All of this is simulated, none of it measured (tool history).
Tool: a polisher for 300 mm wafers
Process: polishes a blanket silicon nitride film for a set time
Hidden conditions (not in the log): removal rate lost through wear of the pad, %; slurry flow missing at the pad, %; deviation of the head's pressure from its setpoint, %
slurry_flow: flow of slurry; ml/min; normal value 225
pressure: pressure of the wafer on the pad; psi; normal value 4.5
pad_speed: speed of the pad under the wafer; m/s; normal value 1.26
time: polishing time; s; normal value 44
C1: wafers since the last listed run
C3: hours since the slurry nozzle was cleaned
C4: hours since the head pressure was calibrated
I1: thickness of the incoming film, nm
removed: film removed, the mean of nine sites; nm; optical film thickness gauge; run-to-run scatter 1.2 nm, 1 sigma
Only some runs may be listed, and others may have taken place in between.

{"run": 1, "hour": 0.0, "slurry_flow": 225, "pressure": 4.5, "pad_speed": 1.26, "time": 55, "C1": 0, "wafers polished on this pad": 2149, "C3": 2.6, "C4": 104.5, "I1": 557.5, "removed": 119.8}
{"run": 2, "hour": 270.4, "slurry_flow": 250, "pressure": 4.5, "pad_speed": 1.06, "time": 44, "C1": 3511, "wafers polished on this pad": 5660, "C3": 273.0, "C4": 374.9, "I1": 558.4, "removed": 86.5}
{"run": 3, "hour": 313.1, "slurry_flow": 250, "pressure": 4.5, "pad_speed": 1.06, "time": 44, "C1": 554, "wafers polished on this pad": 6214, "C3": 315.7, "C4": 417.6, "I1": 557.0, "removed": 84.2}
{"run": 4, "hour": 373.6, "slurry_flow": 250, "pressure": 4.5, "pad_speed": 1.06, "time": 44, "C1": 785, "wafers polished on this pad": 7000, "C3": 376.2, "C4": 478.1, "I1": 558.5, "removed": 86.5}
{"run": 5, "hour": 414.0, "slurry_flow": 225, "pressure": 4.5, "pad_speed": 1.26, "time": 44, "C1": 524, "wafers polished on this pad": 7524, "C3": 416.6, "C4": 518.5, "I1": 555.7, "removed": 91.0}
{"hour": 486.8, "done": "worn pad replaced by a new one"}
{"run": 6, "hour": 494.0, "slurry_flow": 225, "pressure": 4.5, "pad_speed": 1.26, "time": 44, "C1": 986, "wafers polished on this pad": 93, "C3": 496.6, "C4": 598.5, "I1": 557.4, "removed": 89.3}
{"run": 7, "hour": 575.9, "slurry_flow": 225, "pressure": 4.5, "pad_speed": 1.4, "time": 44, "C1": 1063, "wafers polished on this pad": 1156, "C3": 578.5, "C4": 680.4, "I1": 566.4, "removed": 96.1}
{"hour": 615.3, "done": "head pressure recalibrated"}
{"run": 8, "hour": 653.2, "slurry_flow": 225, "pressure": 4.5, "pad_speed": 1.4, "time": 44, "C1": 977, "wafers polished on this pad": 2134, "C3": 655.8, "C4": 37.9, "I1": 550.5, "removed": 97.3}
{"run": 9, "hour": 707.0, "slurry_flow": 225, "pressure": 4.5, "pad_speed": 1.4, "time": 44, "C1": 698, "wafers polished on this pad": 2833, "C3": 709.6, "C4": 91.7, "I1": 568.2, "removed": 95.7}
{"run": 10, "hour": 766.3, "slurry_flow": 225, "pressure": 4.5, "pad_speed": 1.08, "time": 44, "C1": 770, "wafers polished on this pad": 3603, "C3": 768.9, "C4": 151.0, "I1": 564.2, "removed": 84.4}
{"hour": 790.0, "done": "slurry nozzle cleaned"}
{"run": 11, "hour": 832.0, "slurry_flow": 170, "pressure": 5.1, "pad_speed": 1.26, "time": 44, "C1": 840, "wafers polished on this pad": 4443, "C3": 42.0, "C4": 216.7, "I1": 570.7, "removed": 103.2}
{"run": 12, "hour": 879.8, "slurry_flow": 170, "pressure": 5.1, "pad_speed": 1.26, "time": 44, "C1": 620, "wafers polished on this pad": 5063, "C3": 89.8, "C4": 264.5, "I1": 564.7, "removed": 102.4}
{"run": 13, "hour": 959.8, "slurry_flow": 170, "pressure": 5.1, "pad_speed": 1.26, "time": 44, "C1": 1038, "wafers polished on this pad": 6102, "C3": 169.8, "C4": 344.5, "I1": 557.7, "removed": 102.1}
{"run": 14, "hour": 1019.5, "slurry_flow": 225, "pressure": 4.5, "pad_speed": 1.26, "time": 44, "C1": 775, "wafers polished on this pad": 6877, "C3": 229.5, "C4": 404.2, "I1": 556.2, "removed": 91.2}
{"run": 15, "hour": 1080.2, "slurry_flow": 225, "pressure": 4.5, "pad_speed": 1.26, "time": 44, "C1": 788, "wafers polished on this pad": 7666, "C3": 290.2, "C4": 464.9, "I1": 555.2, "removed": 93.3}
{"hour": 1122.5, "done": "worn pad replaced by a new one"}
{"run": 16, "hour": 1174.3, "slurry_flow": 150, "pressure": 4.5, "pad_speed": 1.26, "time": 36, "C1": 1169, "wafers polished on this pad": 672, "C3": 384.3, "C4": 559.0, "I1": 549.3, "removed": 71.9}
{"run": 17, "hour": 1221.6, "slurry_flow": 165, "pressure": 4.5, "pad_speed": 1.54, "time": 44, "C1": 614, "wafers polished on this pad": 1286, "C3": 431.6, "C4": 606.3, "I1": 561.2, "removed": 95.9}
{"run": 18, "hour": 1311.3, "slurry_flow": 225, "pressure": 3.1, "pad_speed": 1.26, "time": 40, "C1": 1164, "wafers polished on this pad": 2451, "C3": 521.3, "C4": 696.0, "I1": 554.0, "removed": 60.7}
{"hour": 1386.9, "done": "head pressure recalibrated"}
{"run": 19, "hour": 1416.7, "slurry_flow": 225, "pressure": 6.0, "pad_speed": 1.26, "time": 32, "C1": 1342, "wafers polished on this pad": 3794, "C3": 626.7, "C4": 29.8, "I1": 557.2, "removed": 87.1}
{"hour": 1433.0, "done": "slurry nozzle cleaned"}
{"run": 20, "hour": 1498.1, "slurry_flow": 150, "pressure": 4.5, "pad_speed": 1.26, "time": 58, "C1": 1043, "wafers polished on this pad": 4838, "C3": 65.1, "C4": 111.2, "I1": 549.2, "removed": 119.8}
{"run": 21, "hour": 1543.4, "slurry_flow": 225, "pressure": 4.5, "pad_speed": 1.26, "time": 44, "C1": 588, "wafers polished on this pad": 5426, "C3": 110.4, "C4": 156.5, "I1": 554.8, "removed": 93.5}
{"run": 22, "hour": 1618.1, "slurry_flow": 285, "pressure": 4.5, "pad_speed": 1.26, "time": 44, "C1": 969, "wafers polished on this pad": 6396, "C3": 185.1, "C4": 231.2, "I1": 560.3, "removed": 96.5}
{"run": 23, "hour": 1663.3, "slurry_flow": 225, "pressure": 4.5, "pad_speed": 1.26, "time": 44, "C1": 586, "wafers polished on this pad": 6983, "C3": 230.3, "C4": 276.4, "I1": 567.2, "removed": 92.9}
{"run": 24, "hour": 1754.1, "slurry_flow": 225, "pressure": 4.5, "pad_speed": 1.42, "time": 36, "C1": 1179, "wafers polished on this pad": 8162, "C3": 321.1, "C4": 367.2, "I1": 552.9, "removed": 78.9}
{"run": 25, "hour": 1796.3, "slurry_flow": 225, "pressure": 4.5, "pad_speed": 1.26, "time": 44, "C1": 547, "wafers polished on this pad": 8710, "C3": 363.3, "C4": 409.4, "I1": 566.4, "removed": 91.6}
{"run": 26, "hour": 1872.5, "slurry_flow": 150, "pressure": 4.5, "pad_speed": 1.26, "time": 58, "C1": 989, "wafers polished on this pad": 9699, "C3": 439.5, "C4": 485.6, "I1": 564.2, "removed": 111.7}
{"hour": 1903.3, "done": "worn pad replaced by a new one, of another model than before"}
{"run": 27, "hour": 1962.9, "slurry_flow": 200, "pressure": 6.1, "pad_speed": 1.26, "time": 56, "C1": 1121, "wafers polished on this pad": 773, "C3": 529.9, "C4": 576.0, "I1": 550.4, "removed": 108.4}
{"run": 28, "hour": 2003.7, "slurry_flow": 225, "pressure": 4.5, "pad_speed": 1.26, "time": 51, "C1": 529, "wafers polished on this pad": 1303, "C3": 570.7, "C4": 616.8, "I1": 572.9, "removed": 90.7}
{"hour": 2046.2, "done": "head pressure recalibrated"}
{"run": 29, "hour": 2090.9, "slurry_flow": 290, "pressure": 5.4, "pad_speed": 1.26, "time": 58, "C1": 1106, "wafers polished on this pad": 2409, "C3": 657.9, "C4": 44.7, "I1": 563.8, "removed": 120.5}
{"hour": 2210.9, "done": "slurry nozzle cleaned"}
{"run": 30, "hour": 2397.2, "slurry_flow": 255, "pressure": 5.9, "pad_speed": 1.26, "time": 50, "C1": 3964, "wafers polished on this pad": 6374, "C3": 186.3, "C4": 351.0, "I1": 559.2, "removed": 121.3}
{"run": 31, "hour": 2470.9, "slurry_flow": 225, "pressure": 4.5, "pad_speed": 0.86, "time": 44, "C1": 956, "wafers polished on this pad": 7331, "C3": 260.0, "C4": 424.7, "I1": 571.4, "removed": 79.8}
{"run": 32, "hour": 2547.7, "slurry_flow": 225, "pressure": 4.5, "pad_speed": 1.26, "time": 51, "C1": 997, "wafers polished on this pad": 8328, "C3": 336.8, "C4": 501.5, "I1": 567.1, "removed": 99.1}
{"hour": 2592.6, "done": "worn pad replaced by a new one"}
{"run": 33, "hour": 2603.1, "slurry_flow": 225, "pressure": 5.5, "pad_speed": 1.62, "time": 44, "C1": 667, "wafers polished on this pad": 136, "C3": 392.2, "C4": 556.9, "I1": 571.4, "removed": 100.6}
{"hour": 2855.4, "done": "head pressure recalibrated"}
{"run": 34, "hour": 2875.3, "slurry_flow": 225, "pressure": 4.5, "pad_speed": 1.26, "time": 44, "C1": 3508, "wafers polished on this pad": 3645, "C3": 664.4, "C4": 19.9, "I1": 560.5, "removed": 80.5}
{"hour": 2896.2, "done": "slurry nozzle cleaned"}
{"run": 35, "hour": 2933.3, "slurry_flow": 280, "pressure": 4.5, "pad_speed": 1.6, "time": 56, "C1": 740, "wafers polished on this pad": 4385, "C3": 37.1, "C4": 77.9, "I1": 551.6, "removed": 132.7}

Selected run-to-run steps in removed, each split into two signed amounts: the part the tool would show with no hidden state at all (from settings, incoming material and random variation), and the remainder, which goes to the hidden state together with any gauge scatter not common to the measured and the hidden-state-free results:
Run 17 -> 18: slurry_flow 165 -> 225, pressure 4.5 -> 3.1, pad_speed 1.54 -> 1.26, time 44 -> 40. removed -35.2 nm: hidden state +3.1, all else -38.3.
Run 26 -> 27: slurry_flow 150 -> 200, pressure 4.5 -> 6.1, time 58 -> 56, worn pad replaced by a new one, of another model than before. removed -3.3 nm: hidden state -22.2, all else +18.9.
Run 29 -> 30: slurry_flow 290 -> 255, pressure 5.4 -> 5.9, time 58 -> 50, slurry nozzle cleaned. removed +0.8 nm: hidden state +16.5, all else -15.7.
Run 30 -> 31: slurry_flow 255 -> 225, pressure 5.9 -> 4.5, pad_speed 1.26 -> 0.86, time 50 -> 44. removed -41.5 nm: hidden state -0.6, all else -40.9.
Run 34 -> 35: slurry_flow 225 -> 280, pad_speed 1.26 -> 1.60, time 44 -> 56, slurry nozzle cleaned. removed +52.2 nm: hidden state +15.7, all else +36.5.

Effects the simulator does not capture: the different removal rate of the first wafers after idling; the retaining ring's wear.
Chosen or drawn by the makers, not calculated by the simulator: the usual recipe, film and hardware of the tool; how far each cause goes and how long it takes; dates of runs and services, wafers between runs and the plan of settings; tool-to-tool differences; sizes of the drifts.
